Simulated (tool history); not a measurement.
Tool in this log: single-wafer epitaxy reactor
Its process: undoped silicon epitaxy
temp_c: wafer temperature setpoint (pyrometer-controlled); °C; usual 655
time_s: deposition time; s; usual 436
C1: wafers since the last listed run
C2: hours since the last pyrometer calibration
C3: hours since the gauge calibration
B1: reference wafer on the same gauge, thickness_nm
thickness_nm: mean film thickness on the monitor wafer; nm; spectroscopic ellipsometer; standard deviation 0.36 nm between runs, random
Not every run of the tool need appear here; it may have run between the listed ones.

run 1 hour=0.0 | temp_c=647 time_s=436 | C1=0 C2=1658.8 C3=597.4 | B1=87.498 | thickness_nm=69.560
run 2 hour=67.2 | temp_c=647 time_s=436 | C1=376 C2=1726.0 C3=664.6 | B1=87.486 | thickness_nm=69.292
run 3 hour=98.0 | temp_c=647 time_s=436 | C1=172 C2=1756.8 C3=695.4 | B1=87.488 | thickness_nm=69.077
run 4 hour=127.2 | temp_c=655 time_s=477 | C1=163 C2=1786.0 C3=724.6 | B1=87.532 | thickness_nm=88.288
run 5 hour=156.7 | temp_c=646 time_s=436 | C1=165 C2=1815.5 C3=754.1 | B1=87.431 | thickness_nm=68.210
run 6 hour=181.2 | temp_c=646 time_s=436 | C1=137 C2=1840.0 C3=778.6 | B1=87.460 | thickness_nm=68.034
run 7 hour=248.0 | temp_c=646 time_s=436 | C1=374 C2=1906.8 C3=845.4 | B1=87.518 | thickness_nm=68.590
run 8 hour=281.4 | temp_c=655 time_s=436 | C1=187 C2=1940.2 C3=878.8 | B1=87.508 | thickness_nm=80.958
run 9 hour=309.8 | temp_c=655 time_s=436 | C1=159 C2=1968.6 C3=907.2 | B1=87.551 | thickness_nm=79.961
run 10 hour=369.7 | temp_c=655 time_s=436 | C1=335 C2=2028.5 C3=967.1 | B1=87.562 | thickness_nm=79.957
run 11 hour=404.1 | temp_c=655 time_s=436 | C1=192 C2=2062.9 C3=1001.5 | B1=87.534 | thickness_nm=80.038
run 12 hour=428.3 | temp_c=655 time_s=436 | C1=135 C2=2087.1 C3=1025.7 | B1=87.523 | thickness_nm=79.872
run 13 hour=539.1 | temp_c=655 time_s=436 | C1=620 C2=2197.9 C3=1136.5 | B1=87.430 | thickness_nm=79.723
run 14 hour=585.8 | temp_c=646 time_s=400 | C1=261 C2=2244.6 C3=1183.2 | B1=87.496 | thickness_nm=61.791
run 15 hour=779.9 | temp_c=645 time_s=476 | C1=1087 C2=2438.7 C3=1377.3 | B1=87.572 | thickness_nm=70.806
-- hour=850.3 gauge calibrated
run 16 hour=858.8 | temp_c=655 time_s=436 | C1=442 C2=2517.6 C3=8.5 | B1=87.506 | thickness_nm=78.956
run 17 hour=903.2 | temp_c=666 time_s=509 | C1=248 C2=2562.0 C3=52.9 | B1=87.502 | thickness_nm=113.190
run 18 hour=928.6 | temp_c=665 time_s=497 | C1=142 C2=2587.4 C3=78.3 | B1=87.531 | thickness_nm=108.676
-- hour=956.2 pyrometer calibrated
run 19 hour=977.5 | temp_c=655 time_s=521 | C1=229 C2=21.3 C3=127.2 | B1=87.556 | thickness_nm=98.104
run 20 hour=1038.5 | temp_c=669 time_s=469 | C1=341 C2=82.3 C3=188.2 | B1=87.479 | thickness_nm=115.383
run 21 hour=1188.7 | temp_c=666 time_s=405 | C1=841 C2=232.5 C3=338.4 | B1=87.619 | thickness_nm=94.115
run 22 hour=1243.5 | temp_c=668 time_s=390 | C1=307 C2=287.3 C3=393.2 | B1=87.492 | thickness_nm=94.194
run 23 hour=1269.7 | temp_c=655 time_s=436 | C1=146 C2=313.5 C3=419.4 | B1=87.549 | thickness_nm=81.737
run 24 hour=1322.4 | temp_c=669 time_s=411 | C1=295 C2=366.2 C3=472.1 | B1=87.460 | thickness_nm=100.387
run 25 hour=1391.7 | temp_c=644 time_s=523 | C1=388 C2=435.5 C3=541.4 | B1=87.428 | thickness_nm=79.193
run 26 hour=1451.2 | temp_c=655 time_s=373 | C1=333 C2=495.0 C3=600.9 | B1=87.523 | thickness_nm=69.906

Run by run, hidden condition taken away, random variation retained:
Hidden state present: wafer temperature above the value expected at the setpoint (K); gauge reads high (%).
run=1 thickness_nm=70.830
run=2 thickness_nm=70.685
run=3 thickness_nm=70.527
run=4 thickness_nm=90.186
run=5 thickness_nm=69.762
run=6 thickness_nm=69.633
run=7 thickness_nm=70.343
run=8 thickness_nm=83.076
run=9 thickness_nm=82.125
run=10 thickness_nm=82.278
run=11 thickness_nm=82.453
run=12 thickness_nm=82.347
run=13 thickness_nm=82.504
run=14 thickness_nm=64.091
run=15 thickness_nm=73.989
run=16 thickness_nm=82.694
run=17 thickness_nm=118.644
run=18 thickness_nm=114.038
run=19 thickness_nm=98.513
run=20 thickness_nm=115.857
run=21 thickness_nm=94.538
run=22 thickness_nm=94.637
run=23 thickness_nm=82.142
run=24 thickness_nm=100.898
run=25 thickness_nm=79.652
run=26 thickness_nm=70.333
